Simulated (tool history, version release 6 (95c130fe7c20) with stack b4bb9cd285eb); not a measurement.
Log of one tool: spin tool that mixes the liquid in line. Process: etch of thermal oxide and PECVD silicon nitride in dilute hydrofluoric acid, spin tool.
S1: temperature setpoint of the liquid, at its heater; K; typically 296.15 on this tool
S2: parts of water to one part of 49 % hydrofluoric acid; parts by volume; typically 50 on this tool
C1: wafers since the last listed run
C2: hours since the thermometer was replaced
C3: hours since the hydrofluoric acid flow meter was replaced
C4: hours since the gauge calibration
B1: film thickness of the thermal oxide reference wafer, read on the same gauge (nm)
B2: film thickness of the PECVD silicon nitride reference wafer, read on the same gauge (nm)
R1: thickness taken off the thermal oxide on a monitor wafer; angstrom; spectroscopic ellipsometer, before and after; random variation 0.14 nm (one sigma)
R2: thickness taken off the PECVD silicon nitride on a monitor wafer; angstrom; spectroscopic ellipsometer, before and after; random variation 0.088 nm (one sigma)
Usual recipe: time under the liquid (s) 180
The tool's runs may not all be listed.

{"run": 1, "hour": 0.0, "S1": 296.15, "S2": 50, "time under the liquid (s)": 180, "C1": 0, "C2": 402.3, "C3": 1524.7, "C4": 631.5, "B1": 109.99, "B2": 40.04, "R1": 183.8, "R2": 120.3}
{"run": 2, "hour": 14.3, "S1": 296.15, "S2": 50, "time under the liquid (s)": 180, "C1": 67, "C2": 416.6, "C3": 1539, "C4": 645.8, "B1": 110.01, "B2": 39.99, "R1": 184, "R2": 119.8}
{"hour": 36.4, "done": "hydrofluoric acid flow meter replaced"}
{"run": 3, "hour": 47.7, "S1": 296.15, "S2": 50, "time under the liquid (s)": 180, "C1": 153, "C2": 450, "C3": 11.3, "C4": 679.2, "B1": 109.95, "B2": 40.01, "R1": 164.8, "R2": 107.8}
{"run": 4, "hour": 128.4, "S1": 296.15, "S2": 50, "time under the liquid (s)": 180, "C1": 381, "C2": 530.7, "C3": 92, "C4": 759.9, "B1": 109.97, "B2": 40.05, "R1": 166.1, "R2": 107.8}
{"run": 5, "hour": 153.5, "S1": 296.15, "S2": 50, "time under the liquid (s)": 180, "C1": 118, "C2": 555.8, "C3": 117.1, "C4": 785, "B1": 110.02, "B2": 40.02, "R1": 164.5, "R2": 109.5}
{"run": 6, "hour": 173.5, "S1": 296.15, "S2": 50, "time under the liquid (s)": 180, "C1": 94, "C2": 575.8, "C3": 137.1, "C4": 805, "B1": 110.04, "B2": 40.03, "R1": 165.8, "R2": 109.7}
{"run": 7, "hour": 192.3, "S1": 296.15, "S2": 50, "time under the liquid (s)": 180, "C1": 88, "C2": 594.6, "C3": 155.9, "C4": 823.8, "B1": 110, "B2": 39.98, "R1": 167.8, "R2": 107.6}
{"run": 8, "hour": 206.8, "S1": 296.15, "S2": 50, "time under the liquid (s)": 180, "C1": 68, "C2": 609.1, "C3": 170.4, "C4": 838.3, "B1": 110, "B2": 39.93, "R1": 164, "R2": 108.7}
{"run": 9, "hour": 233.7, "S1": 296.15, "S2": 60, "time under the liquid (s)": 290, "C1": 127, "C2": 636, "C3": 197.3, "C4": 865.2, "B1": 109.98, "B2": 40, "R1": 221.2, "R2": 147.4}
{"run": 10, "hour": 264.8, "S1": 296.15, "S2": 70, "time under the liquid (s)": 235, "C1": 147, "C2": 667.1, "C3": 228.4, "C4": 896.3, "B1": 109.96, "B2": 40.01, "R1": 153.1, "R2": 103.2}
{"hour": 275.2, "done": "gauge calibrated"}
{"run": 11, "hour": 284.3, "S1": 296.15, "S2": 50, "time under the liquid (s)": 255, "C1": 92, "C2": 686.6, "C3": 247.9, "C4": 9.1, "B1": 110, "B2": 40.04, "R1": 237.3, "R2": 155.3}
{"hour": 290.0, "done": "thermometer replaced"}
{"run": 12, "hour": 318.6, "S1": 296.15, "S2": 75, "time under the liquid (s)": 80, "C1": 157, "C2": 28.6, "C3": 282.2, "C4": 43.4, "B1": 110.01, "B2": 40.02, "R1": 48.6, "R2": 32.9}
{"run": 13, "hour": 346.3, "S1": 294.15, "S2": 50, "time under the liquid (s)": 240, "C1": 131, "C2": 56.3, "C3": 309.9, "C4": 71.1, "B1": 110, "B2": 39.96, "R1": 207.4, "R2": 129.1}
{"run": 14, "hour": 361.5, "S1": 296.15, "S2": 65, "time under the liquid (s)": 70, "C1": 71, "C2": 71.5, "C3": 325.1, "C4": 86.3, "B1": 110.01, "B2": 40.05, "R1": 49.4, "R2": 33.3}
{"run": 15, "hour": 388.2, "S1": 296.15, "S2": 50, "time under the liquid (s)": 180, "C1": 126, "C2": 98.2, "C3": 351.8, "C4": 113, "B1": 110, "B2": 39.99, "R1": 169.5, "R2": 110.2}
{"run": 16, "hour": 402.0, "S1": 296.15, "S2": 50, "time under the liquid (s)": 235, "C1": 65, "C2": 112, "C3": 365.6, "C4": 126.8, "B1": 109.98, "B2": 39.99, "R1": 222.8, "R2": 145.3}
{"run": 17, "hour": 418.5, "S1": 296.15, "S2": 50, "time under the liquid (s)": 180, "C1": 78, "C2": 128.5, "C3": 382.1, "C4": 143.3, "B1": 109.96, "B2": 40, "R1": 169.4, "R2": 109.6}
{"run": 18, "hour": 445.7, "S1": 296.15, "S2": 50, "time under the liquid (s)": 180, "C1": 128, "C2": 155.7, "C3": 409.3, "C4": 170.5, "B1": 109.97, "B2": 39.99, "R1": 169.3, "R2": 112}
{"run": 19, "hour": 472.5, "S1": 300.15, "S2": 25, "time under the liquid (s)": 285, "C1": 126, "C2": 182.5, "C3": 436.1, "C4": 197.3, "B1": 110, "B2": 40, "R1": 662.1, "R2": 456.4}
{"run": 20, "hour": 485.1, "S1": 296.15, "S2": 70, "time under the liquid (s)": 180, "C1": 59, "C2": 195.1, "C3": 448.7, "C4": 209.9, "B1": 109.98, "B2": 39.98, "R1": 118.5, "R2": 79.2}
{"run": 21, "hour": 511.3, "S1": 296.15, "S2": 35, "time under the liquid (s)": 85, "C1": 123, "C2": 221.3, "C3": 474.9, "C4": 236.1, "B1": 110, "B2": 39.95, "R1": 118, "R2": 75}
{"run": 22, "hour": 526.7, "S1": 294.65, "S2": 50, "time under the liquid (s)": 180, "C1": 72, "C2": 236.7, "C3": 490.3, "C4": 251.5, "B1": 109.99, "B2": 40.01, "R1": 163.8, "R2": 99.8}
{"run": 23, "hour": 552.9, "S1": 296.15, "S2": 70, "time under the liquid (s)": 120, "C1": 123, "C2": 262.9, "C3": 516.5, "C4": 277.7, "B1": 109.99, "B2": 40.01, "R1": 79.3, "R2": 53.9}
{"run": 24, "hour": 583.3, "S1": 296.15, "S2": 50, "time under the liquid (s)": 180, "C1": 143, "C2": 293.3, "C3": 546.9, "C4": 308.1, "B1": 109.98, "B2": 40, "R1": 172, "R2": 112.4}
{"run": 25, "hour": 617.6, "S1": 296.15, "S2": 50, "time under the liquid (s)": 180, "C1": 162, "C2": 327.6, "C3": 581.2, "C4": 342.4, "B1": 109.99, "B2": 39.99, "R1": 173.5, "R2": 111.4}
{"run": 26, "hour": 645.1, "S1": 291.15, "S2": 30, "time under the liquid (s)": 135, "C1": 130, "C2": 355.1, "C3": 608.7, "C4": 369.9, "B1": 109.99, "B2": 39.99, "R1": 176.5, "R2": 96.6}

Alternative continuations, all from the tool just after run 26; predict every row:
{"run": "A", "hour": 645.6, "S1": 296.15, "S2": 50, "time under the liquid (s)": 180, "C1": 2, "C2": 355.6, "C3": 609.2, "C4": 370.4, "B1": "?", "B2": "?", "R1": "?", "R2": "?"}
{"run": "B", "hour": 645.6, "S1": 296.15, "S2": 40, "time under the liquid (s)": 180, "C1": 2, "C2": 355.6, "C3": 609.2, "C4": 370.4, "B1": "?", "B2": "?", "R1": "?", "R2": "?"}
{"run": "C", "hour": 645.6, "S1": 296.15, "S2": 50, "time under the liquid (s)": 260, "C1": 2, "C2": 355.6, "C3": 609.2, "C4": 370.4, "B1": "?", "B2": "?", "R1": "?", "R2": "?"}
{"run": "D", "hour": 645.6, "S1": 294.65, "S2": 75, "time under the liquid (s)": 285, "C1": 2, "C2": 355.6, "C3": 609.2, "C4": 370.4, "B1": "?", "B2": "?", "R1": "?", "R2": "?"}

run=A B1=109.99 B2=39.99 R1=171.7 R2=114.8
run=B B1=109.99 B2=39.99 R1=217.3 R2=142.7
run=C B1=109.99 B2=39.99 R1=248.1 R2=165.9
run=D B1=109.99 B2=39.99 R1=165.4 R2=110.5
Stripped of hidden state, with their random variation kept, the same runs would have yielded:
run=A R1=161.7 R2=108.7
run=B R1=204.7 R2=135.1
run=C R1=233.5 R2=156.9
run=D R1=155.5 R2=104.5

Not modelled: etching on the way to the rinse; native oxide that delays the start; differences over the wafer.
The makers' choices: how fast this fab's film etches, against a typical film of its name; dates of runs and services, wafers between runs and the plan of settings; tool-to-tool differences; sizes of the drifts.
